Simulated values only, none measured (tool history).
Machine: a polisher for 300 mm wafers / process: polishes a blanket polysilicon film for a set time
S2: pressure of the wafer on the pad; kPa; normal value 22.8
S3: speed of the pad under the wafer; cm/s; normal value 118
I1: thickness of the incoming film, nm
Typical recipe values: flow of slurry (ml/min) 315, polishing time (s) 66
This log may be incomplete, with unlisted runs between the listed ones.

Run 1, hour 0.0: usual settings; I1 2079.7. Result: film removed (angstrom) 8964.
Run 2, hour 66.0: usual settings; I1 2124.7. Result: film removed (angstrom) 8727.
Run 3, hour 98.2: usual settings; I1 2133.1. Result: film removed (angstrom) 8717.
At hour 107.7: worn pad replaced by a new one.
At hour 111.6: head pressure recalibrated.
At hour 151.9: slurry nozzle cleaned.
Run 4, hour 168.0: usual settings but flow of slurry (ml/min) 335; I1 2117.0. Result: film removed (angstrom) 8936.
Run 5, hour 197.0: usual settings but flow of slurry (ml/min) 335; I1 2138.6. Result: film removed (angstrom) 8871.
Run 6, hour 229.7: usual settings but flow of slurry (ml/min) 335; I1 2115.7. Result: film removed (angstrom) 8802.
At hour 254.8: worn pad replaced by a new one.
Run 7, hour 279.7: usual settings; I1 2093.3. Result: film removed (angstrom) 8917.
Run 8, hour 351.4: usual settings; I1 2126.4. Result: film removed (angstrom) 8766.
At hour 409.9: worn pad replaced by a new one.
Run 9, hour 414.0: usual settings; I1 2140.2. Result: film removed (angstrom) 9040.
At hour 433.3: slurry nozzle cleaned.
Run 10, hour 485.5: usual settings but S2 30.3 kPa, S3 78 cm/s, polishing time (s) 77; I1 2141.2. Result: film removed (angstrom) 10140.
Run 11, hour 527.2: usual settings; I1 2127.6. Result: film removed (angstrom) 8745.
At hour 541.7: head pressure recalibrated.
Run 12, hour 567.9: usual settings but flow of slurry (ml/min) 420, S2 31.0 kPa; I1 2112.2. Result: film removed (angstrom) 11331.
At hour 582.7: worn pad replaced by a new one.
Run 13, hour 623.6: usual settings but S2 25.5 kPa, polishing time (s) 84; I1 2097.0. Result: film removed (angstrom) 12324.
Run 14, hour 665.2: usual settings but flow of slurry (ml/min) 280, polishing time (s) 87; I1 2131.4. Result: film removed (angstrom) 11415.
At hour 696.9: slurry nozzle cleaned.
At hour 718.7: worn pad replaced by a new one.
Run 15, hour 726.3: usual settings but flow of slurry (ml/min) 410, S3 150 cm/s; I1 2152.8. Result: film removed (angstrom) 10710.
Run 16, hour 752.7: usual settings but flow of slurry (ml/min) 370, polishing time (s) 79; I1 2128.3. Result: film removed (angstrom) 10736.

Exercise: give the hidden state of the tool at every run:
slurry flow missing at the pad, %: 0, the same for each run
deviation of the head's pressure from its setpoint, %: 0, the same for each run
H1: removal rate lost through wear of the pad, %
run     H1
  1   2.31
  2   4.33
  3   4.68
  4   3.05
  5   3.63
  6   3.98
  7   2.24
  8   4.25
  9  0.386
 10   3.43
 11   3.97
 12    4.2
 13   2.46
 14   3.55
 15  0.917
 16   2.44
